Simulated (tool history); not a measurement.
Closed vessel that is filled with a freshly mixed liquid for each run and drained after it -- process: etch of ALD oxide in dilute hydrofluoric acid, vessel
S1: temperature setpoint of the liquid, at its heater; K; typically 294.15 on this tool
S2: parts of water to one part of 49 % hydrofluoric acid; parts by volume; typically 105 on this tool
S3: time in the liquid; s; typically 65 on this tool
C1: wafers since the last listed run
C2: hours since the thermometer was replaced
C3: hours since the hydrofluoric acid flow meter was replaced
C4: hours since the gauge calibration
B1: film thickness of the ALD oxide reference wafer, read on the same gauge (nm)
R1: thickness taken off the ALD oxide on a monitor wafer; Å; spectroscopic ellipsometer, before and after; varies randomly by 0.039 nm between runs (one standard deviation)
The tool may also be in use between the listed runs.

run	hour	S1	S2	S3	C1	C2	C3	C4	B1	R1
1	0.0	295.65	105	65	0	1877.3	391.5	2466.5	29.99	54.6
2	38.1	294.15	105	65	2424	1915.4	429.6	2504.6	30.01	51.0
3	116.2	294.15	105	65	4969	1993.5	507.7	2582.7	30.02	50.2
4	199.9	294.15	135	50	5325	2077.2	591.4	2666.4	29.96	29.1
5	255.2	294.15	135	50	3518	2132.5	646.7	2721.7	29.95	29.4
6	549.7	294.15	135	50	18738	2427.0	941.2	3016.2	30.02	29.2
7	656.8	294.15	105	65	6814	2534.1	1048.3	3123.3	29.96	50.5
8	743.9	294.15	105	65	5541	2621.2	1135.4	3210.4	30.00	49.8
9	848.2	294.15	105	65	6636	2725.5	1239.7	3314.7	30.02	51.0
# hour 901.4: hydrofluoric acid flow meter replaced
10	932.3	294.15	105	65	5287	2809.6	30.9	3398.8	30.04	50.8
11	1038.2	294.15	140	65	6738	2915.5	136.8	3504.7	30.00	36.1
# hour 1084.4: gauge calibrated
# hour 1117.9: thermometer replaced
12	1122.8	294.15	140	65	5319	4.9	221.4	38.4	30.00	38.7
13	1211.8	294.15	140	65	5662	93.9	310.4	127.4	30.00	38.6
14	1310.9	294.15	105	65	6305	193.0	409.5	226.5	30.02	53.5
15	1582.2	296.65	135	65	17261	464.3	680.8	497.8	29.99	43.5
16	1874.9	298.15	105	65	18623	757.0	973.5	790.5	30.02	61.5
17	1969.0	297.15	105	65	5987	851.1	1067.6	884.6	30.01	58.7
# hour 2130.1: hydrofluoric acid flow meter replaced
18	2237.5	294.15	105	65	17020	1119.6	107.4	1153.1	29.98	52.0
19	2307.5	295.65	70	30	4453	1189.6	177.4	1223.1	30.01	40.3
20	2388.4	294.15	150	65	5147	1270.5	258.3	1304.0	30.01	34.5
21	2462.3	294.15	105	65	4702	1344.4	332.2	1377.9	29.94	52.4
22	2528.8	294.15	105	65	4231	1410.9	398.7	1444.4	29.97	52.4
23	2597.5	294.15	105	65	4371	1479.6	467.4	1513.1	30.04	51.3
24	2651.2	296.15	105	45	3416	1533.3	521.1	1566.8	30.03	38.7
25	2751.2	296.65	105	100	6362	1633.3	621.1	1666.8	29.99	88.8
26	2854.5	294.15	60	65	6572	1736.6	724.4	1770.1	29.99	97.0
27	2951.2	297.15	135	30	6152	1833.3	821.1	1866.8	29.97	20.0
28	2997.7	297.65	105	45	2958	1879.8	867.6	1913.3	30.01	40.7
29	3045.0	294.15	105	95	3009	1927.1	914.9	1960.6	29.97	75.0
30	3123.6	299.15	105	50	5001	2005.7	993.5	2039.2	30.00	47.6

Forecast each of these 4 alternatives for the next run:
A	3124.3	298.65	105	65	44	2006.4	994.2	2039.9	?	?
B	3124.3	298.65	85	65	44	2006.4	994.2	2039.9	?	?
C	3124.3	299.15	130	30	44	2006.4	994.2	2039.9	?	?
D	3124.3	290.15	105	65	44	2006.4	994.2	2039.9	?	?

run	B1	R1
A	30.00	61.7
B	30.00	78.2
C	30.00	22.8
D	30.00	43.6
Stripped of hidden state, with their random variation kept, the same runs would have yielded:
run	R1
A	63.8
B	80.9
C	23.5
D	45.2
